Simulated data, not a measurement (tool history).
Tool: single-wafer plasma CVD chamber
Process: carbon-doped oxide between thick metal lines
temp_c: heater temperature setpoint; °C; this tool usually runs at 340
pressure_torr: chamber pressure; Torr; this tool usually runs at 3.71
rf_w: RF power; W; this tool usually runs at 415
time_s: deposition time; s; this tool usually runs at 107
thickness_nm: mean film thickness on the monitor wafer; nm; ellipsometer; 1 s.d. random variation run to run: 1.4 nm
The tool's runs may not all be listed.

run    hour  temp_c  pressure_torr  rf_w  time_s  read-back reference wafer on the same gauge, thickness_nm  thickness_nm
  1       0     340           3.71   415     107                                                    393.897       473.221
  2   196.6     340           3.71   415     107                                                    393.999       473.057
  3   514.3     340           3.71   415     107                                                    393.985       475.407
  4   595.8     340           3.71   415     107                                                    394.107       472.276
  5   702.9     340           3.71   415     107                                                    393.499       474.888
  6     769     340           3.71   415     107                                                     394.01        472.23
  7   869.8     340           3.71   415     107                                                    393.959       474.245
  8   910.2     340           3.71   415     107                                                    393.725       473.554
  9    1008     340           3.71   415     107                                                    394.123       475.574
     1087.4  -- thermocouple changed; heater temperature recalibrated
 10  1089.6     340           3.71   415      94                                                    394.014       419.477
 11    1196     340           3.71   415      94                                                    394.067       416.536
     1238.4  -- RF generator calibrated
 12  1238.9     350           3.71   415     107                                                    393.928       462.563
 13  1314.6     340           3.71   355      94                                                    393.928       356.171
 14  1419.5     340           3.71   415     107                                                    394.498       472.216
 15  1514.3     340           3.71   415     107                                                    393.895       476.505
 16    1605     340           3.71   415     126                                                    393.974       558.226
     1756.2  -- gauge calibrated
     1799.9  -- capacitance manometer re-zeroed and calibrated
     1921.7  -- showerhead replaced
 17  1922.2     336           3.03   375     119                                                    394.185        465.46
 18  1970.3     340           3.71   360     107                                                    394.069       406.483
 19  2051.8     340              3   415     125                                                    394.311       536.329
 20  2108.6     349           3.71   415     107                                                    394.113       461.297
 21  2179.2     340           3.71   415     107                                                    394.215       472.505
 22  2223.8     340           3.32   415     107                                                      393.8       464.657
 23  2325.7     340           3.71   415     107                                                    394.115       471.242
 24  2395.2     325           4.32   480      89                                                    393.854       484.409
 25  2496.2     340           3.71   415     107                                                    394.257       472.367
 26  2540.9     344           3.71   360     107                                                    393.967       404.596
 27    2800     340           3.39   435     101                                                    394.212       459.483

What if the next run were any one of these 5? Each begins from the tool's condition after run 27:
  A  2800.4     340           3.71   415     107                                                          ?             ?
  B  2800.4     340           4.15   385     107                                                          ?             ?
  C  2800.4     351           3.71   415     107                                                          ?             ?
  D  2800.4     344           3.71   380     107                                                          ?             ?
  E  2800.4     340           3.71   435      92                                                          ?             ?

run  read-back reference wafer on the same gauge, thickness_nm  thickness_nm
  A                                                    394.526        471.34
  B                                                    394.526       446.691
  C                                                    394.526       457.546
  D                                                    394.526       426.861
  E                                                    394.526       424.398
Without the tool's unlogged condition, the same runs would have read:
run  thickness_nm
  A        467.05
  B       442.239
  C       453.383
  D       422.976
  E       420.536

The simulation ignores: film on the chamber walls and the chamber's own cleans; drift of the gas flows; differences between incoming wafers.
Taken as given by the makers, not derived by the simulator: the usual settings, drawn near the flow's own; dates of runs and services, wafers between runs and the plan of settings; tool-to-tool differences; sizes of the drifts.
